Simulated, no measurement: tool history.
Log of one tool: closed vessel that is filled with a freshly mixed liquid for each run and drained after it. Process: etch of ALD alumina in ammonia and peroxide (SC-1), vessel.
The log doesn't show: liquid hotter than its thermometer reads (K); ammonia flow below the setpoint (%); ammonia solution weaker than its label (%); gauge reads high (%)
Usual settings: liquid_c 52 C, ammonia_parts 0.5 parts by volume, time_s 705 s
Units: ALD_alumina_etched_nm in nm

run     day  liquid_c  ammonia_parts  time_s  wafers since the last listed run  hours since the thermometer was replaced  hours since the ammonia flow meter was replaced  hours since the drum of ammonia solution was connected  hours since the gauge calibration  read-back film thickness of the ALD alumina reference wafer, read on the same gauge (nm)  ALD_alumina_etched_nm
  1       0        52            0.5     705                                 0                                     428.6                                           1210.7                                                     401                               1398                                                                                     80.05                  38.89
  2   1.942        52            0.5     705                              2756                                     475.2                                           1257.3                                                   447.6                             1444.6                                                                                        80                  38.54
      3.012  -- new drum of ammonia solution connected
  3   3.825      44.5            0.5     705                              2614                                     520.4                                           1302.5                                                    19.5                             1489.8                                                                                     80.02                  25.74
  4   6.838        52            0.5     865                              4276                                     592.7                                           1374.8                                                    91.8                             1562.1                                                                                        80                  47.52
  5   9.642        52            0.5     705                              3981                                       660                                           1442.1                                                   159.1                             1629.4                                                                                     79.99                  38.58
  6  13.912        52            0.5     705                              6063                                     762.5                                           1544.6                                                   261.6                             1731.9                                                                                     79.98                  38.99
  7  16.225        52            0.5     705                              3283                                       818                                           1600.1                                                   317.1                             1787.4                                                                                     79.98                  38.68
  8  20.204        52            0.5     705                              5649                                     913.5                                           1695.6                                                   412.6                             1882.9                                                                                     79.97                  38.85
     27.088  -- new drum of ammonia solution connected
  9  28.529        52            0.5     705                             11759                                    1113.3                                           1895.4                                                    34.6                             2082.7                                                                                     80.01                  38.64
     30.921  -- ammonia flow meter replaced
 10  32.333        52            0.5     705                              5341                                    1204.6                                             33.9                                                   125.9                               2174                                                                                     80.02                  38.85
     34.142  -- gauge calibrated
 11  37.604        52            0.5     705                              7482                                    1331.1                                            160.4                                                   252.4                               83.1                                                                                        80                  39.31
 12  39.504        52           0.65     955                              2697                                    1376.7                                              206                                                     298                              128.7                                                                                        80                  54.24
     40.375  -- thermometer replaced
 13  41.038      60.5            0.7     540                              2117                                      15.9                                            242.8                                                   334.8                              165.5                                                                                        80                  48.47
 14  42.717        52            0.7    1070                              2383                                      56.2                                            283.1                                                   375.1                              205.8                                                                                     79.96                  61.01
 15  44.417        52            0.5     705                              2413                                        97                                            323.9                                                   415.9                              246.6                                                                                        80                  38.75
 16  46.933        52            0.3     935                              3572                                     157.4                                            384.3                                                   476.3                                307                                                                                     79.99                  48.93
 17  49.942        60           0.45    1055                              4270                                     229.6                                            456.5                                                   548.5                              379.2                                                                                     80.03                  87.87
     50.996  -- new drum of ammonia solution connected
 18  53.933        44           0.35     500                              5607                                     325.4                                            552.3                                                    70.5                                475                                                                                     80.02                  17.03
 19  57.383        52            0.5     705                              4897                                     408.2                                            635.1                                                   153.3                              557.8                                                                                     80.02                  39.04
 20  59.454        52            0.5     370                              2939                                     457.9                                            684.8                                                     203                              607.5                                                                                        80                  20.44
 21  62.442        52           0.25    1045                              4241                                     529.6                                            756.5                                                   274.7                              679.2                                                                                     79.99                  54.01
 22  64.775        52            0.5     840                              3312                                     585.6                                            812.5                                                   330.7                              735.2                                                                                     79.98                  46.23
 23  67.829        52            0.5     875                              4335                                     658.9                                            885.8                                                     404                              808.5                                                                                        80                  48.07
 24  70.204        52            0.5     705                              3371                                     715.9                                            942.8                                                     461                              865.5                                                                                     80.01                  38.86
     73.071  -- new drum of ammonia solution connected
 25  73.925      43.5            0.5     535                              5223                                     805.2                                           1032.1                                                    20.5                              954.8                                                                                     80.02                  18.25
 26  75.975      46.5            0.4     865                              2910                                     854.4                                           1081.3                                                    69.7                               1004                                                                                     80.02                   34.5
 27  79.804        52            0.5     830                              5436                                     946.3                                           1173.2                                                   161.6                             1095.9                                                                                     79.99                  45.77
 28  82.867        52            0.5     705                              4347                                    1019.8                                           1246.7                                                   235.1                             1169.4                                                                                     80.02                  38.86

Measured less the same run without the tool's hidden state. The same run-to-run variation is in both; the gauge's scatter may not be:
run  ALD_alumina_etched_nm
  1                  -0.29
  2                   -0.3
  3                  -0.22
  4                  -0.41
  5                  -0.35
  6                  -0.38
  7                  -0.39
  8                  -0.41
  9                  -0.47
 10                  -0.01
 11                  -0.05
 12                  -0.08
 13                  -0.08
 14                  -0.11
 15                  -0.09
 16                  -0.12
 17                  -0.26
 18                  -0.06
 19                  -0.15
 20                  -0.09
 21                  -0.26
 22                  -0.23
 23                  -0.27
 24                  -0.23
 25                  -0.12
 26                  -0.23
 27                  -0.34
 28                  -0.31

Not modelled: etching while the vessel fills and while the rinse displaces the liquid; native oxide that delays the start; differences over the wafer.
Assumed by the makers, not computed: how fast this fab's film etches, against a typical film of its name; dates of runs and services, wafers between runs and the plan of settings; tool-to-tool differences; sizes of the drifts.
